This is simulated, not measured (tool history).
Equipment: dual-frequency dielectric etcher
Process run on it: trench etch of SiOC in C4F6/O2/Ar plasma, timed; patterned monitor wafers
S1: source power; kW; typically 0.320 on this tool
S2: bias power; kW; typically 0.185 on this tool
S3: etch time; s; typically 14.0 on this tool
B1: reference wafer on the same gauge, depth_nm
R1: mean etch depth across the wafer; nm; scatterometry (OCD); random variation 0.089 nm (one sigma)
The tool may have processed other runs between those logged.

Run 1, hour 0.0: usual settings; B1 21.40. Result: R1 25.74 nm.
At hour 47.7: wet clean of the chamber.
Run 2, hour 95.7: usual settings; B1 21.41. Result: R1 25.71 nm.
Run 3, hour 158.0: usual settings but S2 0.199 kW; B1 21.42. Result: R1 26.09 nm.
At hour 214.7: upper electrode replaced, of another model than before.
Run 4, hour 215.2: usual settings; B1 21.41. Result: R1 25.42 nm.
Run 5, hour 290.5: usual settings; B1 21.41. Result: R1 25.36 nm.
Run 6, hour 355.2: usual settings; B1 21.39. Result: R1 25.36 nm.
At hour 387.0: source power generator calibrated.
Run 7, hour 410.6: usual settings but S1 0.300 kW; B1 21.39. Result: R1 25.35 nm.
At hour 456.3: wet clean of the chamber.
Run 8, hour 471.6: usual settings; B1 21.40. Result: R1 26.06 nm.
Run 9, hour 546.9: usual settings; B1 21.42. Result: R1 26.17 nm.
Run 10, hour 631.2: usual settings but S3 16.5 s; B1 21.41. Result: R1 30.62 nm.
Run 11, hour 708.5: usual settings; B1 21.42. Result: R1 26.22 nm.
Run 12, hour 773.8: usual settings but S1 0.260 kW, S2 0.199 kW, S3 12.5 s; B1 21.42. Result: R1 21.47 nm.
Run 13, hour 859.1: usual settings but S2 0.204 kW; B1 21.42. Result: R1 27.05 nm.
At hour 944.6: wet clean of the chamber.
Run 14, hour 945.1: usual settings; B1 21.39. Result: R1 26.15 nm.
Run 15, hour 995.2: usual settings; B1 21.40. Result: R1 26.17 nm.
Run 16, hour 1037.1: usual settings but S1 0.250 kW, S2 0.197 kW; B1 21.40. Result: R1 23.52 nm.
At hour 1074.9: gauge calibrated.
Run 17, hour 1106.7: usual settings but S1 0.370 kW, S2 0.199 kW, S3 17.0 s; B1 21.41. Result: R1 34.82 nm.
Run 18, hour 1144.7: usual settings; B1 21.40. Result: R1 25.96 nm.
Run 19, hour 1218.2: usual settings but S3 17.0 s; B1 21.42. Result: R1 31.58 nm.
Run 20, hour 1262.6: usual settings but S1 0.280 kW, S2 0.207 kW; B1 21.42. Result: R1 25.45 nm.
At hour 1271.2: bias power generator calibrated.
Run 21, hour 1340.5: usual settings but S1 0.290 kW; B1 21.43. Result: R1 24.69 nm.
At hour 1454.2: wet clean of the chamber.
Run 22, hour 1454.7: usual settings but S1 0.260 kW, S2 0.169 kW; B1 21.38. Result: R1 22.66 nm.
Run 23, hour 1493.2: usual settings but S1 0.280 kW, S3 12.0 s; B1 21.39. Result: R1 20.88 nm.
Run 24, hour 1549.1: usual settings but S2 0.206 kW; B1 21.42. Result: R1 27.07 nm.
Run 25, hour 1616.0: usual settings but S1 0.380 kW, S2 0.200 kW, S3 16.0 s; B1 21.39. Result: R1 33.18 nm.
Run 26, hour 1676.9: usual settings but S1 0.250 kW, S3 12.5 s; B1 21.39. Result: R1 20.39 nm.
Run 27, hour 1717.2: usual settings; B1 21.40. Result: R1 25.87 nm.
Run 28, hour 1763.4: usual settings but S1 0.250 kW, S3 10.0 s; B1 21.41. Result: R1 16.30 nm.

Hidden state or all else? Some run-to-run changes of R1, split into what the settings, what came in and random variation would give without the hidden state, and what is left for the hidden state (with any gauge scatter that isn't in both results):
Hidden state at play: etch rate over this chamber's usual, %; source power that arrives over what is set, %; bias power that arrives over what is set, %; gauge reads high (%).
Run 3 -> 4: S2 0.199 -> 0.185, upper electrode replaced, of another model than before. R1 -0.67 nm: hidden state -0.25, all else -0.42.
Run 6 -> 7: S1 0.320 -> 0.300, source power generator calibrated. R1 -0.01 nm: hidden state +0.83, all else -0.84.
Run 16 -> 17: S1 0.250 -> 0.370, S2 0.197 -> 0.199, S3 14.0 -> 17.0, gauge calibrated. R1 +11.30 nm: hidden state -0.07, all else +11.37.
Run 25 -> 26: S1 0.380 -> 0.250, S2 0.200 -> 0.185, S3 16.0 -> 12.5. R1 -12.79 nm: hidden state +0.12, all else -12.91.

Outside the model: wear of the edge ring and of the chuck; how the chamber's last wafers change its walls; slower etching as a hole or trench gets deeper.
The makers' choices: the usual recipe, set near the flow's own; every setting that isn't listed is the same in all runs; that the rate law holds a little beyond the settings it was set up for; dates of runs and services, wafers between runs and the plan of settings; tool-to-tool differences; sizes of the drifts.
